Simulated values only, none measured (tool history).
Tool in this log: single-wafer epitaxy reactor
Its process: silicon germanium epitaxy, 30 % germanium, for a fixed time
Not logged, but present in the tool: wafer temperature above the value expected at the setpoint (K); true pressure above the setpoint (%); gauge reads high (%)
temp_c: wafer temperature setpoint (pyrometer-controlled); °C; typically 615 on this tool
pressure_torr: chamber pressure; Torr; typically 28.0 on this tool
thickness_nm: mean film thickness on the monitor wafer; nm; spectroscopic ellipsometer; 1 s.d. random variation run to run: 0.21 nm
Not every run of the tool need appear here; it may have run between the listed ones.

| run | day | temp_c | pressure_torr | wafers since the last listed run | hours since the last pyrometer calibration | hours since the last manometer calibration | hours since the showerhead was replaced | hours since the gauge calibration | read-back reference wafer on the same gauge, thickness_nm | thickness_nm |
|---|---|---|---|---|---|---|---|---|---|---|
| 1 | 0.000 | 615 | 28.0 | 0 | 2591.2 | 1287.0 | 3254.5 | 143.2 | 100.875 | 85.811 |
| 2 | 1.792 | 615 | 28.0 | 702 | 2634.2 | 1330.0 | 3297.5 | 186.2 | 100.820 | 85.673 |
| 3 | 4.579 | 615 | 28.0 | 1093 | 2701.1 | 1396.9 | 3364.4 | 253.1 | 100.813 | 85.580 |
| 4 | 6.617 | 615 | 28.0 | 799 | 2750.0 | 1445.8 | 3413.3 | 302.0 | 100.817 | 85.539 |
| 5 | 8.358 | 615 | 28.0 | 683 | 2791.8 | 1487.6 | 3455.1 | 343.8 | 100.780 | 85.843 |
| 6 | 10.950 | 615 | 28.0 | 1016 | 2854.0 | 1549.8 | 3517.3 | 406.0 | 100.763 | 85.269 |
| 7 | 13.483 | 615 | 28.0 | 993 | 2914.8 | 1610.6 | 3578.1 | 466.8 | 100.799 | 85.539 |
| 8 | 15.583 | 615 | 28.0 | 823 | 2965.2 | 1661.0 | 3628.5 | 517.2 | 100.866 | 85.598 |
| 9 | 17.229 | 615 | 28.0 | 645 | 3004.7 | 1700.5 | 3668.0 | 556.7 | 100.862 | 85.438 |
| 10 | 19.062 | 615 | 28.0 | 719 | 3048.7 | 1744.5 | 3712.0 | 600.7 | 100.758 | 85.320 |
|  | 19.679 | pyrometer calibrated |
| 11 | 26.417 | 615 | 28.0 | 2753 | 161.7 | 1921.0 | 3888.5 | 777.2 | 100.877 | 85.646 |
| 12 | 28.538 | 615 | 28.0 | 831 | 212.6 | 1971.9 | 3939.4 | 828.1 | 100.765 | 85.601 |
| 13 | 30.742 | 615 | 28.0 | 864 | 265.5 | 2024.8 | 3992.3 | 881.0 | 100.829 | 85.640 |
| 14 | 33.525 | 615 | 28.0 | 1091 | 332.3 | 2091.6 | 4059.1 | 947.8 | 100.870 | 85.371 |
| 15 | 36.083 | 623 | 33.8 | 1003 | 393.7 | 2153.0 | 4120.5 | 1009.2 | 100.820 | 106.568 |
|  | 37.233 | gauge calibrated |
|  | 40.217 | showerhead replaced |
| 16 | 41.238 | 623 | 23.3 | 1890 | 517.4 | 2276.7 | 24.5 | 96.1 | 100.737 | 88.846 |
|  | 43.325 | capacitance manometer re-zeroed and calibrated |
| 17 | 44.038 | 615 | 28.0 | 967 | 584.6 | 17.1 | 91.7 | 163.3 | 100.824 | 88.999 |
| 18 | 45.917 | 620 | 33.3 | 737 | 629.7 | 62.2 | 136.8 | 208.4 | 100.750 | 104.252 |
| 19 | 48.350 | 615 | 28.0 | 954 | 688.1 | 120.6 | 195.2 | 266.8 | 100.854 | 88.534 |
| 20 | 50.154 | 621 | 28.0 | 707 | 731.4 | 163.9 | 238.5 | 310.1 | 100.813 | 96.763 |
| 21 | 51.292 | 615 | 31.5 | 446 | 758.7 | 191.2 | 265.8 | 337.4 | 100.769 | 93.012 |
| 22 | 54.100 | 623 | 28.0 | 1101 | 826.1 | 258.6 | 333.2 | 404.8 | 100.757 | 99.586 |
| 23 | 55.442 | 602 | 22.8 | 526 | 858.3 | 290.8 | 365.4 | 437.0 | 100.817 | 64.093 |
| 24 | 57.558 | 607 | 23.8 | 830 | 909.1 | 341.6 | 416.2 | 487.8 | 100.806 | 70.815 |
| 25 | 60.175 | 608 | 22.2 | 1026 | 971.9 | 404.4 | 479.0 | 550.6 | 100.729 | 69.399 |
| 26 | 61.767 | 605 | 25.4 | 624 | 1010.1 | 442.6 | 517.2 | 588.8 | 100.871 | 70.512 |
| 27 | 64.179 | 615 | 26.2 | 946 | 1068.0 | 500.5 | 575.1 | 646.7 | 100.770 | 84.118 |

5 options for the next run, each taken on its own from the tool as it stands now. Forecast them:
| A | 64.196 | 615 | 28.0 | 6 | 1068.4 | 500.9 | 575.5 | 647.1 | ? | ? |
| B | 64.196 | 619 | 25.8 | 6 | 1068.4 | 500.9 | 575.5 | 647.1 | ? | ? |
| C | 64.196 | 621 | 31.3 | 6 | 1068.4 | 500.9 | 575.5 | 647.1 | ? | ? |
| D | 64.196 | 630 | 31.5 | 6 | 1068.4 | 500.9 | 575.5 | 647.1 | ? | ? |
| E | 64.196 | 615 | 29.8 | 6 | 1068.4 | 500.9 | 575.5 | 647.1 | ? | ? |

| run | read-back reference wafer on the same gauge, thickness_nm | thickness_nm |
|---|---|---|
| A | 100.799 | 86.753 |
| B | 100.799 | 89.023 |
| C | 100.799 | 100.767 |
| D | 100.799 | 116.691 |
| E | 100.799 | 89.345 |
Without the tool's unlogged condition, the same runs would have read:
| run | thickness_nm |
|---|---|
| A | 88.566 |
| B | 90.884 |
| C | 102.873 |
| D | 119.130 |
| E | 91.212 |
